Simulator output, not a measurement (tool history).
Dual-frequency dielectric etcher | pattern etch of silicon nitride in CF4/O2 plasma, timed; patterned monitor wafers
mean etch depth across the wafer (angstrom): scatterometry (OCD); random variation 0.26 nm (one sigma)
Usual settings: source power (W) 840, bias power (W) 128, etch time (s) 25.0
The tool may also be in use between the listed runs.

run,day,source power (W),bias power (W),etch time (s),"read-back reference wafer on the same gauge, depth_nm",mean etch depth across the wafer (angstrom)
1,0.000,840,107,22.0,80.7,689
2,1.742,840,105,25.0,80.6,779
3,3.000,840,105,25.0,80.6,776
4,4.408,700,128,21.5,80.6,587
5,5.679,700,128,21.5,80.6,589
6,8.375,840,128,25.0,80.6,815
7,9.621,840,128,25.0,80.6,811
# day 10.754: wet clean of the chamber
8,10.871,840,128,25.0,80.5,817
9,12.229,650,157,25.0,80.6,671
10,13.325,840,115,25.0,80.6,790
# day 14.088: source power generator calibrated
# day 15.346: upper electrode replaced
11,16.279,780,152,30.0,80.5,957
12,18.954,840,128,19.5,80.6,633
13,19.975,660,156,29.5,80.6,801
14,21.500,840,143,25.0,80.6,844
15,24.167,840,128,25.0,80.7,814
16,25.896,840,141,18.5,80.5,617
# day 28.788: gauge calibrated
# day 28.804: bias power generator calibrated
17,33.021,840,128,25.0,80.7,816
# day 34.321: wet clean of the chamber
18,35.642,670,128,25.0,80.7,656
19,36.867,840,149,25.0,80.6,849
20,38.788,910,140,28.5,80.5,1026
21,39.988,840,128,25.0,80.6,818
22,41.246,990,128,25.0,80.6,949
23,44.175,840,128,25.0,80.6,822
24,46.742,840,128,25.0,80.7,812
25,49.492,750,115,25.0,80.6,714
26,51.121,840,98,19.5,80.6,595
27,53.117,840,128,25.0,80.5,816
28,55.092,910,128,30.5,80.6,1079
29,56.696,710,128,25.0,80.7,694

5 ways to go on from here, each from the tool as it stands after run 29. What would each give?
A,56.712,840,128,25.0,?,?
B,56.712,1040,112,22.0,?,?
C,56.712,640,128,27.5,?,?
D,56.712,900,144,25.0,?,?
E,56.712,790,128,25.0,?,?

run,"read-back reference wafer on the same gauge, depth_nm",mean etch depth across the wafer (angstrom)
A,80.7,810
B,80.7,846
C,80.7,685
D,80.7,892
E,80.7,764
Without the tool's hidden state the same runs would have given:
run,mean etch depth across the wafer (angstrom)
A,810
B,846
C,685
D,892
E,764
